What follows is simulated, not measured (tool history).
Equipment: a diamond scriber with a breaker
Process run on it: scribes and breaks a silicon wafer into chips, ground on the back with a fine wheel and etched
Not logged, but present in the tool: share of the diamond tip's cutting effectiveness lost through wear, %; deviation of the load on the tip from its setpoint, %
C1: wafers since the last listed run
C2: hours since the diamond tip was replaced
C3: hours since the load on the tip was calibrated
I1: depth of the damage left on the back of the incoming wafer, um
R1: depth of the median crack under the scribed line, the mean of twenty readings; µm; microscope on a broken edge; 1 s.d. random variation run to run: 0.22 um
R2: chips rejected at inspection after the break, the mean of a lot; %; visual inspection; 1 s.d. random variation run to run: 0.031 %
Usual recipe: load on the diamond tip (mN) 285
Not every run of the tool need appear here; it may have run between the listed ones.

{"run": 1, "hour": 0.0, "load on the diamond tip (mN)": 285, "C1": 0, "C2": 68.2, "C3": 611.8, "I1": 0.74, "R1": 11.16, "R2": 2.45}
{"run": 2, "hour": 25.2, "load on the diamond tip (mN)": 285, "C1": 48, "C2": 93.4, "C3": 637, "I1": 0.75, "R1": 11, "R2": 3.13}
{"run": 3, "hour": 45.5, "load on the diamond tip (mN)": 285, "C1": 39, "C2": 113.7, "C3": 657.3, "I1": 0.68, "R1": 10.64, "R2": 3.47}
{"run": 4, "hour": 71.0, "load on the diamond tip (mN)": 285, "C1": 49, "C2": 139.2, "C3": 682.8, "I1": 0.34, "R1": 10.47, "R2": 3.95}
{"run": 5, "hour": 89.8, "load on the diamond tip (mN)": 285, "C1": 36, "C2": 158, "C3": 701.6, "I1": 0.62, "R1": 10.71, "R2": 4.88}
{"hour": 98.0, "done": "load on the tip recalibrated"}
{"run": 6, "hour": 123.1, "load on the diamond tip (mN)": 285, "C1": 60, "C2": 191.3, "C3": 25.1, "I1": 0.77, "R1": 10.63, "R2": 5.41}
{"run": 7, "hour": 146.5, "load on the diamond tip (mN)": 285, "C1": 45, "C2": 214.7, "C3": 48.5, "I1": 0.57, "R1": 10.22, "R2": 5.15}
{"hour": 170.7, "done": "diamond tip replaced by a new one, of another model than before"}
{"run": 8, "hour": 176.6, "load on the diamond tip (mN)": 285, "C1": 54, "C2": 5.9, "C3": 78.6, "I1": 0.39, "R1": 11.91, "R2": 0.55}
{"run": 9, "hour": 189.7, "load on the diamond tip (mN)": 327, "C1": 25, "C2": 19, "C3": 91.7, "I1": 0.4, "R1": 13.22, "R2": 0.77}
{"run": 10, "hour": 212.9, "load on the diamond tip (mN)": 230, "C1": 44, "C2": 42.2, "C3": 114.9, "I1": 0.49, "R1": 9.83, "R2": 5.37}
{"run": 11, "hour": 246.5, "load on the diamond tip (mN)": 358, "C1": 65, "C2": 75.8, "C3": 148.5, "I1": 0.36, "R1": 12.91, "R2": 0.61}
{"run": 12, "hour": 265.2, "load on the diamond tip (mN)": 312, "C1": 36, "C2": 94.5, "C3": 167.2, "I1": 0.56, "R1": 11.76, "R2": 1.31}
{"run": 13, "hour": 281.1, "load on the diamond tip (mN)": 285, "C1": 30, "C2": 110.4, "C3": 183.1, "I1": 0.75, "R1": 10.99, "R2": 2.76}
{"run": 14, "hour": 296.4, "load on the diamond tip (mN)": 313, "C1": 29, "C2": 125.7, "C3": 198.4, "I1": 0.59, "R1": 11.22, "R2": 1.58}

Alternative continuations, all from the tool just after run 14; predict every row:
{"run": "A", "hour": 297.0, "load on the diamond tip (mN)": 316, "C1": 1, "C2": 126.3, "C3": 199, "I1": 0.64, "R1": "?", "R2": "?"}
{"run": "B", "hour": 297.0, "load on the diamond tip (mN)": 362, "C1": 1, "C2": 126.3, "C3": 199, "I1": 0.64, "R1": "?", "R2": "?"}
{"run": "C", "hour": 297.0, "load on the diamond tip (mN)": 321, "C1": 1, "C2": 126.3, "C3": 199, "I1": 0.64, "R1": "?", "R2": "?"}
{"run": "D", "hour": 297.0, "load on the diamond tip (mN)": 346, "C1": 1, "C2": 126.3, "C3": 199, "I1": 0.64, "R1": "?", "R2": "?"}

run=A R1=11.37 R2=1.32
run=B R1=12.31 R2=0.46
run=C R1=11.47 R2=1.14
run=D R1=11.98 R2=0.56
Take away the tool's hidden state, keep each run's random variation, and the runs would have read:
run=A R1=13.09 R2=0.91
run=B R1=14.17 R2=2.94
run=C R1=13.21 R2=1.07
run=D R1=13.8 R2=2.09
